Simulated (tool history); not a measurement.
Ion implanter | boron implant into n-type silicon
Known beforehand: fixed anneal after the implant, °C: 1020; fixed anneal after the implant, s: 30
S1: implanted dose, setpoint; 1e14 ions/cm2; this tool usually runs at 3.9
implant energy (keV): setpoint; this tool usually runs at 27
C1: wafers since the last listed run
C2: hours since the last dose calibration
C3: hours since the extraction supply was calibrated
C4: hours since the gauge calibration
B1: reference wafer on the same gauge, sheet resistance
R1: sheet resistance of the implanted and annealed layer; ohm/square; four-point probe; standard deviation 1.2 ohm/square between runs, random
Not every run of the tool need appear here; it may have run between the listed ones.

{"run": 1, "hour": 0.0, "S1": 3.9, "implant energy (keV)": 27, "C1": 0, "C2": 1789, "C3": 1978.7, "C4": 1478, "B1": 222.06, "R1": 274.96}
{"run": 2, "hour": 88.5, "S1": 3.9, "implant energy (keV)": 31.5, "C1": 2160, "C2": 1877.5, "C3": 2067.2, "C4": 1566.5, "B1": 221.89, "R1": 271.31}
{"run": 3, "hour": 186.4, "S1": 3.9, "implant energy (keV)": 31.5, "C1": 2389, "C2": 1975.4, "C3": 2165.1, "C4": 1664.4, "B1": 221.95, "R1": 271.87}
{"run": 4, "hour": 239.6, "S1": 3.9, "implant energy (keV)": 23.5, "C1": 1298, "C2": 2028.6, "C3": 2218.3, "C4": 1717.6, "B1": 222.05, "R1": 279.48}
{"run": 5, "hour": 319.2, "S1": 3.9, "implant energy (keV)": 23.5, "C1": 1943, "C2": 2108.2, "C3": 2297.9, "C4": 1797.2, "B1": 222.12, "R1": 280.07}
{"run": 6, "hour": 356.0, "S1": 3.9, "implant energy (keV)": 23.5, "C1": 898, "C2": 2145, "C3": 2334.7, "C4": 1834, "B1": 222, "R1": 280.25}
{"run": 7, "hour": 457.1, "S1": 4.68, "implant energy (keV)": 27, "C1": 2467, "C2": 2246.1, "C3": 2435.8, "C4": 1935.1, "B1": 222, "R1": 239.07}
{"run": 8, "hour": 562.4, "S1": 4.68, "implant energy (keV)": 27, "C1": 2570, "C2": 2351.4, "C3": 2541.1, "C4": 2040.4, "B1": 222.04, "R1": 239.93}
{"run": 9, "hour": 649.4, "S1": 4.68, "implant energy (keV)": 27, "C1": 2123, "C2": 2438.4, "C3": 2628.1, "C4": 2127.4, "B1": 222.18, "R1": 237.78}
{"run": 10, "hour": 734.2, "S1": 3.9, "implant energy (keV)": 27, "C1": 2070, "C2": 2523.2, "C3": 2712.9, "C4": 2212.2, "B1": 221.89, "R1": 278.19}
{"run": 11, "hour": 779.3, "S1": 4.5, "implant energy (keV)": 27, "C1": 1100, "C2": 2568.3, "C3": 2758, "C4": 2257.3, "B1": 221.86, "R1": 250.26}
{"run": 12, "hour": 887.0, "S1": 3.44, "implant energy (keV)": 29, "C1": 2629, "C2": 2676, "C3": 2865.7, "C4": 2365, "B1": 222.11, "R1": 306.32}
{"hour": 915.2, "done": "gauge calibrated"}
{"run": 13, "hour": 992.7, "S1": 3.44, "implant energy (keV)": 29, "C1": 2580, "C2": 2781.7, "C3": 2971.4, "C4": 77.5, "B1": 221.99, "R1": 308.75}
{"hour": 1023.0, "done": "Faraday cup replaced and dose calibrated"}
{"run": 14, "hour": 1089.2, "S1": 3.44, "implant energy (keV)": 29, "C1": 2160, "C2": 66.2, "C3": 3067.9, "C4": 174, "B1": 222.09, "R1": 313.19}
{"run": 15, "hour": 1177.3, "S1": 3.9, "implant energy (keV)": 27, "C1": 2150, "C2": 154.3, "C3": 3156, "C4": 262.1, "B1": 222.2, "R1": 284.48}
{"hour": 1208.5, "done": "extraction supply calibrated"}
{"run": 16, "hour": 1221.2, "S1": 4.31, "implant energy (keV)": 20.5, "C1": 876, "C2": 198.2, "C3": 12.7, "C4": 306, "B1": 222.02, "R1": 272.39}
{"run": 17, "hour": 1288.0, "S1": 4.69, "implant energy (keV)": 27, "C1": 1630, "C2": 265, "C3": 79.5, "C4": 372.8, "B1": 221.98, "R1": 245.9}
{"run": 18, "hour": 1393.9, "S1": 4.83, "implant energy (keV)": 32.5, "C1": 2585, "C2": 370.9, "C3": 185.4, "C4": 478.7, "B1": 221.85, "R1": 235.37}
{"hour": 1451.9, "done": "Faraday cup replaced and dose calibrated, repeated, since the last time left the tool worse"}
{"run": 19, "hour": 1481.1, "S1": 4.52, "implant energy (keV)": 23.5, "C1": 1933, "C2": 29.2, "C3": 272.6, "C4": 565.9, "B1": 221.92, "R1": 245.03}
{"run": 20, "hour": 1537.7, "S1": 4.83, "implant energy (keV)": 34, "C1": 1381, "C2": 85.8, "C3": 329.2, "C4": 622.5, "B1": 222.02, "R1": 220.93}
{"run": 21, "hour": 1588.0, "S1": 5.04, "implant energy (keV)": 33.5, "C1": 1227, "C2": 136.1, "C3": 379.5, "C4": 672.8, "B1": 222.09, "R1": 213.95}
{"run": 22, "hour": 1673.3, "S1": 3.45, "implant energy (keV)": 33, "C1": 2082, "C2": 221.4, "C3": 464.8, "C4": 758.1, "B1": 221.92, "R1": 292.88}
{"run": 23, "hour": 1745.0, "S1": 3.9, "implant energy (keV)": 27, "C1": 1750, "C2": 293.1, "C3": 536.5, "C4": 829.8, "B1": 221.99, "R1": 271.17}
{"run": 24, "hour": 1830.4, "S1": 2.78, "implant energy (keV)": 24.5, "C1": 2084, "C2": 378.5, "C3": 621.9, "C4": 915.2, "B1": 221.89, "R1": 361.73}
{"run": 25, "hour": 1894.3, "S1": 3.9, "implant energy (keV)": 27, "C1": 1559, "C2": 442.4, "C3": 685.8, "C4": 979.1, "B1": 222.01, "R1": 271.63}
{"run": 26, "hour": 1988.7, "S1": 3.45, "implant energy (keV)": 20, "C1": 2304, "C2": 536.8, "C3": 780.2, "C4": 1073.5, "B1": 222.14, "R1": 310.04}
{"run": 27, "hour": 2087.1, "S1": 2.95, "implant energy (keV)": 23, "C1": 2402, "C2": 635.2, "C3": 878.6, "C4": 1171.9, "B1": 222.1, "R1": 345.69}
{"run": 28, "hour": 2128.6, "S1": 5.03, "implant energy (keV)": 24, "C1": 1013, "C2": 676.7, "C3": 920.1, "C4": 1213.4, "B1": 221.89, "R1": 223.98}

Forecast each of these 5 alternatives for the next run:
{"run": "A", "hour": 2129.0, "S1": 3.9, "implant energy (keV)": 27, "C1": 9, "C2": 677.1, "C3": 920.5, "C4": 1213.8, "B1": "?", "R1": "?"}
{"run": "B", "hour": 2129.0, "S1": 3.58, "implant energy (keV)": 34, "C1": 9, "C2": 677.1, "C3": 920.5, "C4": 1213.8, "B1": "?", "R1": "?"}
{"run": "C", "hour": 2129.0, "S1": 3.9, "implant energy (keV)": 29.5, "C1": 9, "C2": 677.1, "C3": 920.5, "C4": 1213.8, "B1": "?", "R1": "?"}
{"run": "D", "hour": 2129.0, "S1": 4.47, "implant energy (keV)": 23, "C1": 9, "C2": 677.1, "C3": 920.5, "C4": 1213.8, "B1": "?", "R1": "?"}
{"run": "E", "hour": 2129.0, "S1": 3.29, "implant energy (keV)": 35, "C1": 9, "C2": 677.1, "C3": 920.5, "C4": 1213.8, "B1": "?", "R1": "?"}

run=A B1=222.04 R1=270.66
run=B B1=222.04 R1=283.14
run=C B1=222.04 R1=268.09
run=D B1=222.04 R1=246.39
run=E B1=222.04 R1=302.33
Take away the tool's hidden state, keep each run's random variation, and the runs would have read:
run=A R1=270.22
run=B R1=282.68
run=C R1=267.65
run=D R1=245.98
run=E R1=301.84
